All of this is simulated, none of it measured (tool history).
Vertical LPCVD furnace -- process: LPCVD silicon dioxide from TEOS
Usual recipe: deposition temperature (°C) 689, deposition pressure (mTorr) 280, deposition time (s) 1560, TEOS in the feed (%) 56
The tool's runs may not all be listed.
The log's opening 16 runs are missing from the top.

run	hour	deposition temperature (°C)	deposition pressure (mTorr)	deposition time (s)	TEOS in the feed (%)	wafers since the last listed run	hours since the last temperature calibration	hours since the pressure gauge was zeroed	hours since the TEOS flow controller was replaced	hours since the gauge calibration	read-back reference wafer on the same gauge, thickness	film thickness on the monitor wafer in the middle of the boat (angstrom)
17	431	689	280	1560	56	433	61.3	214	55.1	353.8	103.13	1288.7
18	453.8	689	280	1080	56	406	84.1	236.8	77.9	376.6	102.85	897.3
19	476.6	689	280	1560	56	406	106.9	259.6	100.7	399.4	102.93	1294.8
20	506.1	689	280	1560	56	525	136.4	289.1	130.2	428.9	103.14	1318.6
21	527.7	689	280	1560	56	384	158	310.7	151.8	450.5	103.09	1318.4
22	547.9	689	345	1560	56	360	178.2	330.9	172	470.7	103.03	1462.4
23	581.3	689	250	1560	61	595	211.6	364.3	205.4	504.1	102.86	1306.7
24	598.3	679	255	1560	56	303	228.6	381.3	222.4	521.1	102.95	993.8
25	620.5	689	280	1140	56	395	250.8	403.5	244.6	543.3	102.92	967.1

What will run 26 give?
26	636.3	697	235	1560	56	281	266.6	419.3	260.4	559.1	?	?

Logged for run 26: read-back reference wafer on the same gauge, thickness 102.93, film thickness on the monitor wafer in the middle of the boat (angstrom) 1463.5.
If the tool had no hidden condition, the same run with the same run-to-run variation would have returned film thickness on the monitor wafer in the middle of the boat (angstrom) 1406.8.
